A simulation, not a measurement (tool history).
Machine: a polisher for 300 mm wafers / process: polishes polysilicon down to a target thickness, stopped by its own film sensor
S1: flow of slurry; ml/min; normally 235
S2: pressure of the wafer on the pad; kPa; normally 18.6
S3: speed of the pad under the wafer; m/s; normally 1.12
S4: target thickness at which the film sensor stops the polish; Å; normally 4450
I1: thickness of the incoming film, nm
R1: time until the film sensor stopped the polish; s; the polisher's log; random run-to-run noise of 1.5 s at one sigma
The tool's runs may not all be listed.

run,hour,S1,S2,S3,S4,I1,R1
1,0,235,18.6,1.12,4450,1158.5,72.3
2,11.2,235,18.6,1.12,4450,1140.9,69.7
3,17.6,235,18.6,1.12,3370,1143,80.3
4,54.1,235,18.6,1.12,3370,1164.8,82.1
5,62.9,235,18.6,0.92,4450,1134.6,81.6
6,72.9,235,18.6,1.12,4450,1140.7,72.3
7,81.5,235,18.6,1.12,4450,1166.9,71
# hour 90.3: worn pad replaced by a new one, of another model than before
8,96.5,235,18.6,1.12,4450,1139.5,70.4
9,102.6,235,18.6,1.12,4450,1160.4,72.1
10,110.9,235,18.6,1.12,4450,1137.7,68.1
11,119.9,235,23.4,1.12,4450,1162.7,69.3
12,137.2,235,18.6,1.12,4450,1150.2,70.9
# hour 145.9: slurry nozzle cleaned
13,152.9,235,18.6,1.12,4450,1168.2,74.9
14,164.2,235,18.6,1.12,4450,1127.9,70
15,173.7,235,18.6,1.12,4450,1147.6,71.6
16,180.3,295,15.9,1.12,4450,1139.3,71.6
17,193.9,275,13.1,0.82,3560,1150.8,105.6
# hour 219.2: head pressure recalibrated
18,231.1,235,18.6,1.12,4450,1141.8,72.6
19,247,205,18.6,1.12,4450,1159.6,74.3
20,259.1,200,18.6,0.78,4450,1156.8,91.2
21,265.6,235,16.5,1.38,4450,1142.9,67.4
# hour 272.4: worn pad replaced by a new one
22,280,235,22.1,0.86,4450,1136.6,79.2
23,294.2,235,18.6,1.12,4450,1131,70.6
24,310.5,165,14.5,1.12,3630,1150,94.5
25,323,290,20.7,1.12,2840,1159,84.6
26,333.6,305,24.1,0.92,5120,1148.3,64.3
27,345.8,175,12.4,1.12,4450,1129.3,84.5
28,363.7,270,20.7,0.84,3300,1131.8,92.6
29,373.8,275,12.4,1.12,6620,1150,56.7
30,391.7,235,18.6,1.12,4450,1151.6,72.6
31,405.3,235,15.2,1.32,5080,1146.7,60.7
32,417.7,235,18.6,1.12,4450,1150.5,69.3
# hour 419.2: slurry nozzle cleaned
33,426.7,235,18.6,1.38,6110,1147.8,48.9
34,437.6,235,18.6,1.12,4450,1148.8,70.4
35,446.6,235,18.6,1.12,4450,1162.6,73.6
# hour 454.5: worn pad replaced by a new one
36,455.4,235,18.6,0.9,4450,1142.3,76.4
37,464.2,235,18.6,1.4,4450,1166.4,63.2

Measured less the same run without the tool's hidden state. The same run-to-run variation is in both; the gauge's scatter may not be:
The tool's hidden condition here consists of: removal rate lost through wear of the pad, %; slurry flow missing at the pad, %; deviation of the head's pressure from its setpoint, %.
run,R1
1,-4.5
2,-4.4
3,-5.2
4,-5.7
5,-5.7
6,-5.2
7,-5.1
8,-3
9,-3.1
10,-2.9
11,-3
12,-3.1
13,-3.3
14,-3.1
15,-3.2
16,-3.2
17,-4.7
18,-0.6
19,-1
20,-1.6
21,-1.3
22,-1.8
23,-1.8
24,-2.6
25,-2.5
26,-2.1
27,-2.8
28,-3.3
29,-2.1
30,-2.8
31,-2.4
32,-2.8
33,-2
34,-3
35,-3.1
36,-3.2
37,-2.7

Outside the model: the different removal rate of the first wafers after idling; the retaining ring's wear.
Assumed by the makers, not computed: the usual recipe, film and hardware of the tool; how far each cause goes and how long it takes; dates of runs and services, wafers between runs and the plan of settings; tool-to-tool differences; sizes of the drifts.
